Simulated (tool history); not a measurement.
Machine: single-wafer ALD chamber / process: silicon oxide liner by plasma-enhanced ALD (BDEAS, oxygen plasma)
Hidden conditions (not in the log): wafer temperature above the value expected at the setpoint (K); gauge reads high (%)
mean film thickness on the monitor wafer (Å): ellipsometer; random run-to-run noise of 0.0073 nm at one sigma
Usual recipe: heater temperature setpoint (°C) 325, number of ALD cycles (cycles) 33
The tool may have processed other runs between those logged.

run,hour,heater temperature setpoint (°C),number of ALD cycles (cycles),wafers since the last listed run,hours since the last thermocouple change,hours since the gauge calibration,"read-back reference wafer on the same gauge, thickness_nm",mean film thickness on the monitor wafer (Å)
1,0,333,33,0,1938.8,221.6,3.373,28.93
2,28.1,333,33,225,1966.9,249.7,3.37,29.03
3,53.1,333,33,200,1991.9,274.7,3.375,28.91
4,87.2,325,31,274,2026,308.8,3.378,27.65
5,115.2,325,31,225,2054,336.8,3.38,27.79
6,148.6,325,31,268,2087.4,370.2,3.38,27.62
7,183.5,325,33,280,2122.3,405.1,3.383,29.67
8,200.2,325,33,134,2139,421.8,3.385,29.54
9,220,325,33,159,2158.8,441.6,3.387,29.54
10,235.9,325,33,127,2174.7,457.5,3.387,29.59
11,283.7,325,36,384,2222.5,505.3,3.391,32.14
12,310.1,325,36,212,2248.9,531.7,3.391,32.31
13,339.1,325,36,233,2277.9,560.7,3.395,32.3
14,369.7,320,33,245,2308.5,591.3,3.398,29.86
15,394.9,329,38,202,2333.7,616.5,3.399,33.82
16,421.8,329,38,216,2360.6,643.4,3.399,33.84
17,451.5,329,38,238,2390.3,673.1,3.403,33.81
18,486.9,319,30,284,2425.7,708.5,3.404,27.38
19,518.6,331,29,254,2457.4,740.2,3.408,25.87
20,533.1,315,33,116,2471.9,754.7,3.407,30.18
21,563.9,320,31,247,2502.7,785.5,3.409,28.18
# hour 582.2: gauge calibrated
22,588.2,338,31,195,2527,6,3.351,26.9
# hour 597: thermocouple changed; heater temperature recalibrated
23,603.9,332,30,61,6.9,21.7,3.352,26.18
24,619.3,325,33,123,22.3,37.1,3.352,29.2
25,650.2,320,35,248,53.2,68,3.355,31.16
26,664.5,325,27,114,67.5,82.3,3.355,23.91
27,688.1,339,38,189,91.1,105.9,3.358,32.89
28,711,335,39,184,114,128.8,3.357,33.95
29,736.3,325,33,203,139.3,154.1,3.361,29.19
30,757.8,325,28,172,160.8,175.6,3.362,24.84
31,776.1,325,33,147,179.1,193.9,3.362,29.2
32,814.2,325,33,306,217.2,232,3.367,29.3
33,845.5,325,38,251,248.5,263.3,3.37,33.76
34,859.2,325,33,110,262.2,277,3.369,29.37

What would each run have given without the hidden state, its run-to-run variation left as it was?
run,mean film thickness on the monitor wafer (Å)
1,28.76
2,28.84
3,28.7
4,27.43
5,27.55
6,27.37
7,29.38
8,29.24
9,29.22
10,29.26
11,31.75
12,31.91
13,31.87
14,29.45
15,33.34
16,33.34
17,33.29
18,26.93
19,25.44
20,29.66
21,27.68
22,26.9
23,26.17
24,29.18
25,31.12
26,23.87
27,32.82
28,33.86
29,29.1
30,24.75
31,29.09
32,29.17
33,33.58
34,29.21

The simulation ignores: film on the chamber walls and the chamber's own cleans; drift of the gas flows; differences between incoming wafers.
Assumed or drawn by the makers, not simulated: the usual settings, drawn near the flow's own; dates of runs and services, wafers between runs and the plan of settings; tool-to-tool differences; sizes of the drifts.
